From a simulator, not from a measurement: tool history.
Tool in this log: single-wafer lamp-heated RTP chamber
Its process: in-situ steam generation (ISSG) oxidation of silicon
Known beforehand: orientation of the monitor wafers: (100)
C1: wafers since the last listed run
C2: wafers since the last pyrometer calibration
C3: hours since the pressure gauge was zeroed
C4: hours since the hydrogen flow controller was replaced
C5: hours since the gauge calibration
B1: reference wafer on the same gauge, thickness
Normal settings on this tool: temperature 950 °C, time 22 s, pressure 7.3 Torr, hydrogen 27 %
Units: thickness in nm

{"run": 1, "hour": 0.0, "temperature": 936, "time": 22, "pressure": 7.3, "hydrogen": 24, "C1": 0, "C2": 5245, "C3": 3466.0, "C4": 6017.0, "C5": 99.8, "B1": 3.951, "thickness": 4.347}
{"run": 2, "hour": 25.6, "temperature": 955, "time": 22, "pressure": 7.3, "hydrogen": 27, "C1": 356, "C2": 5601, "C3": 3491.6, "C4": 6042.6, "C5": 125.4, "B1": 3.948, "thickness": 4.782}
{"run": 3, "hour": 41.4, "temperature": 950, "time": 19, "pressure": 7.3, "hydrogen": 27, "C1": 219, "C2": 5821, "C3": 3507.4, "C4": 6058.4, "C5": 141.2, "B1": 3.945, "thickness": 4.448}
{"run": 4, "hour": 126.3, "temperature": 950, "time": 19, "pressure": 7.3, "hydrogen": 27, "C1": 1181, "C2": 7002, "C3": 3592.3, "C4": 6143.3, "C5": 226.1, "B1": 3.949, "thickness": 4.411}
{"run": 5, "hour": 146.5, "temperature": 950, "time": 22, "pressure": 7.3, "hydrogen": 27, "C1": 281, "C2": 7283, "C3": 3612.5, "C4": 6163.5, "C5": 246.3, "B1": 3.946, "thickness": 4.709}
{"run": 6, "hour": 169.4, "temperature": 950, "time": 22, "pressure": 7.3, "hydrogen": 27, "C1": 318, "C2": 7602, "C3": 3635.4, "C4": 6186.4, "C5": 269.2, "B1": 3.953, "thickness": 4.69}
{"hour": 192.1, "done": "hydrogen flow controller replaced"}
{"hour": 198.2, "done": "pressure gauge zeroed"}
{"run": 7, "hour": 198.7, "temperature": 950, "time": 22, "pressure": 7.3, "hydrogen": 27, "C1": 211, "C2": 7813, "C3": 0.5, "C4": 6.6, "C5": 298.5, "B1": 3.95, "thickness": 4.713}
{"hour": 210.9, "done": "pyrometer window cleaned and pyrometer calibrated"}
{"run": 8, "hour": 218.0, "temperature": 950, "time": 22, "pressure": 7.3, "hydrogen": 27, "C1": 157, "C2": 98, "C3": 19.8, "C4": 25.9, "C5": 317.8, "B1": 3.951, "thickness": 4.565}
{"run": 9, "hour": 252.1, "temperature": 950, "time": 22, "pressure": 7.3, "hydrogen": 27, "C1": 474, "C2": 573, "C3": 53.9, "C4": 60.0, "C5": 351.9, "B1": 3.953, "thickness": 4.566}
{"run": 10, "hour": 276.8, "temperature": 950, "time": 22, "pressure": 7.3, "hydrogen": 27, "C1": 343, "C2": 916, "C3": 78.6, "C4": 84.7, "C5": 376.6, "B1": 3.949, "thickness": 4.598}
{"run": 11, "hour": 302.6, "temperature": 950, "time": 22, "pressure": 7.3, "hydrogen": 29, "C1": 358, "C2": 1275, "C3": 104.4, "C4": 110.5, "C5": 402.4, "B1": 3.951, "thickness": 4.693}
{"run": 12, "hour": 333.5, "temperature": 950, "time": 27, "pressure": 8.1, "hydrogen": 27, "C1": 429, "C2": 1705, "C3": 135.3, "C4": 141.4, "C5": 433.3, "B1": 3.947, "thickness": 5.068}
{"run": 13, "hour": 369.4, "temperature": 962, "time": 14, "pressure": 7.3, "hydrogen": 22, "C1": 499, "C2": 2205, "C3": 171.2, "C4": 177.3, "C5": 469.2, "B1": 3.948, "thickness": 3.821}
{"run": 14, "hour": 389.6, "temperature": 932, "time": 15, "pressure": 7.3, "hydrogen": 30, "C1": 281, "C2": 2486, "C3": 191.4, "C4": 197.5, "C5": 489.4, "B1": 3.945, "thickness": 3.939}
{"hour": 396.0, "done": "gauge calibrated"}
{"run": 15, "hour": 404.1, "temperature": 950, "time": 22, "pressure": 7.3, "hydrogen": 27, "C1": 201, "C2": 2688, "C3": 205.9, "C4": 212.0, "C5": 8.1, "B1": 3.955, "thickness": 4.647}
{"run": 16, "hour": 439.2, "temperature": 950, "time": 22, "pressure": 7.3, "hydrogen": 22, "C1": 488, "C2": 3176, "C3": 241.0, "C4": 247.1, "C5": 43.2, "B1": 3.955, "thickness": 4.453}
{"run": 17, "hour": 454.9, "temperature": 950, "time": 22, "pressure": 6.9, "hydrogen": 22, "C1": 218, "C2": 3394, "C3": 256.7, "C4": 262.8, "C5": 58.9, "B1": 3.95, "thickness": 4.416}
{"run": 18, "hour": 469.7, "temperature": 950, "time": 30, "pressure": 7.3, "hydrogen": 27, "C1": 205, "C2": 3600, "C3": 271.5, "C4": 277.6, "C5": 73.7, "B1": 3.949, "thickness": 5.324}
{"run": 19, "hour": 501.2, "temperature": 950, "time": 22, "pressure": 7.3, "hydrogen": 27, "C1": 438, "C2": 4039, "C3": 303.0, "C4": 309.1, "C5": 105.2, "B1": 3.95, "thickness": 4.704}
{"run": 20, "hour": 532.1, "temperature": 957, "time": 18, "pressure": 6.9, "hydrogen": 32, "C1": 429, "C2": 4468, "C3": 333.9, "C4": 340.0, "C5": 136.1, "B1": 3.952, "thickness": 4.634}
{"run": 21, "hour": 551.9, "temperature": 950, "time": 28, "pressure": 7.3, "hydrogen": 27, "C1": 275, "C2": 4744, "C3": 353.7, "C4": 359.8, "C5": 155.9, "B1": 3.957, "thickness": 5.238}
{"run": 22, "hour": 579.4, "temperature": 940, "time": 18, "pressure": 6.9, "hydrogen": 21, "C1": 382, "C2": 5127, "C3": 381.2, "C4": 387.3, "C5": 183.4, "B1": 3.944, "thickness": 3.92}
{"run": 23, "hour": 592.2, "temperature": 950, "time": 22, "pressure": 7.3, "hydrogen": 32, "C1": 178, "C2": 5305, "C3": 394.0, "C4": 400.1, "C5": 196.2, "B1": 3.95, "thickness": 4.913}

Branching from run 23: 3 alternative next runs. What would each branch give?
{"run": "A", "hour": 592.6, "temperature": 935, "time": 22, "pressure": 7.3, "hydrogen": 27, "C1": 5, "C2": 5310, "C3": 394.4, "C4": 400.5, "C5": 196.6, "B1": "?", "thickness": "?"}
{"run": "B", "hour": 592.6, "temperature": 965, "time": 14, "pressure": 6.9, "hydrogen": 32, "C1": 5, "C2": 5310, "C3": 394.4, "C4": 400.5, "C5": 196.6, "B1": "?", "thickness": "?"}
{"run": "C", "hour": 592.6, "temperature": 958, "time": 22, "pressure": 7.3, "hydrogen": 27, "C1": 5, "C2": 5310, "C3": 394.4, "C4": 400.5, "C5": 196.6, "B1": "?", "thickness": "?"}

run=A B1=3.950 thickness=4.488
run=B B1=3.950 thickness=4.313
run=C B1=3.950 thickness=4.836
Stripped of hidden state, with their random variation kept, the same runs would have yielded:
run=A thickness=4.344
run=B thickness=4.173
run=C thickness=4.660
